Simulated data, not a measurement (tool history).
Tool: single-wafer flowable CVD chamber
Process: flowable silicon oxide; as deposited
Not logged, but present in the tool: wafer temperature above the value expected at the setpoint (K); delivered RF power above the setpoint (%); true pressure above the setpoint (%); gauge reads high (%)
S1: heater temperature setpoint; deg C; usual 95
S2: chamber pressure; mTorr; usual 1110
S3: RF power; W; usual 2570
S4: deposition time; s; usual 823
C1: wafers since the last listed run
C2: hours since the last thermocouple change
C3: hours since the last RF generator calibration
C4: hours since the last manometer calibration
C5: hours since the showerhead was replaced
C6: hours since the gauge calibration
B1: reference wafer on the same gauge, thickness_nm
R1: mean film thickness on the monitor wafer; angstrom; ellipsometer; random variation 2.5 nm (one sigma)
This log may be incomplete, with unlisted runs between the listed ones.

| run | hour | S1 | S2 | S3 | S4 | C1 | C2 | C3 | C4 | C5 | C6 | B1 | R1 |
|---|---|---|---|---|---|---|---|---|---|---|---|---|---|
| 1 | 0 | 95 | 1110 | 2310 | 823 | 0 | 2728.4 | 236.5 | 2648 | 5022.7 | 1529.7 | 1010.163 | 10035.28 |
| 2 | 39.1 | 104 | 1110 | 2570 | 823 | 110 | 2767.5 | 275.6 | 2687.1 | 5061.8 | 1568.8 | 1010.023 | 7246.29 |
| 3 | 79.1 | 95 | 1110 | 2570 | 823 | 112 | 2807.5 | 315.6 | 2727.1 | 5101.8 | 1608.8 | 1010.633 | 10182.58 |
|  | 109.5 | showerhead replaced |
| 4 | 110 | 95 | 1110 | 2255 | 823 | 64 | 2838.4 | 346.5 | 2758 | 0.5 | 1639.7 | 1009.615 | 9982.94 |
| 5 | 139.5 | 106 | 1110 | 2795 | 823 | 83 | 2867.9 | 376 | 2787.5 | 30 | 1669.2 | 1009.892 | 6797.76 |
|  | 152.7 | gauge calibrated |
|  | 192.8 | thermocouple changed; heater temperature recalibrated |
| 6 | 199.7 | 106 | 1110 | 2795 | 823 | 146 | 6.9 | 436.2 | 2847.7 | 90.2 | 47 | 1009.365 | 6778.87 |
| 7 | 246.3 | 95 | 1110 | 2570 | 823 | 131 | 53.5 | 482.8 | 2894.3 | 136.8 | 93.6 | 1009.308 | 10178.66 |
| 8 | 403.1 | 95 | 1110 | 2570 | 823 | 441 | 210.3 | 639.6 | 3051.1 | 293.6 | 250.4 | 1009.673 | 10127.78 |
|  | 455.1 | capacitance manometer re-zeroed and calibrated |
| 9 | 468.8 | 95 | 1110 | 2570 | 935 | 162 | 276 | 705.3 | 13.7 | 359.3 | 316.1 | 1009.454 | 11697.21 |
| 10 | 523.4 | 95 | 1110 | 2570 | 823 | 153 | 330.6 | 759.9 | 68.3 | 413.9 | 370.7 | 1009.54 | 10362.11 |
| 11 | 584.5 | 91 | 1110 | 2115 | 823 | 171 | 391.7 | 821 | 129.4 | 475 | 431.8 | 1010.247 | 11716.49 |
| 12 | 647.3 | 95 | 1110 | 2570 | 823 | 176 | 454.5 | 883.8 | 192.2 | 537.8 | 494.6 | 1008.974 | 10299.69 |
| 13 | 716 | 95 | 1360 | 2570 | 766 | 193 | 523.2 | 952.5 | 260.9 | 606.5 | 563.3 | 1009.404 | 11687.03 |
| 14 | 752.8 | 90 | 1110 | 2570 | 904 | 103 | 560 | 989.3 | 297.7 | 643.3 | 600.1 | 1008.97 | 13575.62 |
| 15 | 810.6 | 102 | 950 | 2570 | 823 | 162 | 617.8 | 1047.1 | 355.5 | 701.1 | 657.9 | 1009.527 | 6808.03 |
| 16 | 834.9 | 95 | 1310 | 2885 | 823 | 68 | 642.1 | 1071.4 | 379.8 | 725.4 | 682.2 | 1009.888 | 12244.27 |
| 17 | 899.7 | 91 | 1110 | 2570 | 696 | 182 | 706.9 | 1136.2 | 444.6 | 790.2 | 747 | 1009.006 | 10127.7 |
| 18 | 925 | 95 | 1110 | 2570 | 823 | 71 | 732.2 | 1161.5 | 469.9 | 815.5 | 772.3 | 1009.863 | 10329.82 |
| 19 | 976.6 | 95 | 1110 | 2570 | 823 | 145 | 783.8 | 1213.1 | 521.5 | 867.1 | 823.9 | 1009.749 | 10312.71 |
| 20 | 1019.4 | 108 | 1110 | 2570 | 939 | 120 | 826.6 | 1255.9 | 564.3 | 909.9 | 866.7 | 1009.594 | 7286.24 |
|  | 1039 | RF generator calibrated |
| 21 | 1046.9 | 95 | 1110 | 2570 | 823 | 54 | 854.1 | 7.9 | 591.8 | 937.4 | 894.2 | 1010.788 | 10320.1 |
| 22 | 1072.7 | 105 | 1020 | 2220 | 929 | 72 | 879.9 | 33.7 | 617.6 | 963.2 | 920 | 1010.923 | 7300.16 |
| 23 | 1102.8 | 95 | 1110 | 2570 | 736 | 84 | 910 | 63.8 | 647.7 | 993.3 | 950.1 | 1010.783 | 9214.29 |
| 24 | 1171.2 | 95 | 1110 | 2570 | 736 | 192 | 978.4 | 132.2 | 716.1 | 1061.7 | 1018.5 | 1009.416 | 9253.49 |
| 25 | 1376.5 | 95 | 1360 | 2570 | 766 | 577 | 1183.7 | 337.5 | 921.4 | 1267 | 1223.8 | 1010.17 | 11640.98 |
| 26 | 1402.5 | 95 | 1110 | 2570 | 823 | 73 | 1209.7 | 363.5 | 947.4 | 1293 | 1249.8 | 1009.626 | 10292.12 |
| 27 | 1461.9 | 109 | 1110 | 2570 | 823 | 167 | 1269.1 | 422.9 | 1006.8 | 1352.4 | 1309.2 | 1010.247 | 6114.03 |
| 28 | 1512 | 82 | 1110 | 2570 | 823 | 140 | 1319.2 | 473 | 1056.9 | 1402.5 | 1359.3 | 1009.768 | 16107.68 |

State the hidden condition of the tool at each of the runs:
wafer temperature above the value expected at the setpoint (K): 0 in every run
delivered RF power above the setpoint (%): 0 in every run
gauge reads high (%): 0 in every run
H1: true pressure above the setpoint (%)
| run | H1 |
|---|---|
| 1 | -1.63 |
| 2 | -1.67 |
| 3 | -1.71 |
| 4 | -1.74 |
| 5 | -1.77 |
| 6 | -1.84 |
| 7 | -1.89 |
| 8 | -2.07 |
| 9 | -0.0201 |
| 10 | -0.021 |
| 11 | -0.0234 |
| 12 | -0.0273 |
| 13 | -0.0333 |
| 14 | -0.0373 |
| 15 | -0.0447 |
| 16 | -0.0482 |
| 17 | -0.0585 |
| 18 | -0.063 |
| 19 | -0.073 |
| 20 | -0.082 |
| 21 | -0.0882 |
| 22 | -0.0943 |
| 23 | -0.102 |
| 24 | -0.12 |
| 25 | -0.185 |
| 26 | -0.195 |
| 27 | -0.217 |
| 28 | -0.237 |

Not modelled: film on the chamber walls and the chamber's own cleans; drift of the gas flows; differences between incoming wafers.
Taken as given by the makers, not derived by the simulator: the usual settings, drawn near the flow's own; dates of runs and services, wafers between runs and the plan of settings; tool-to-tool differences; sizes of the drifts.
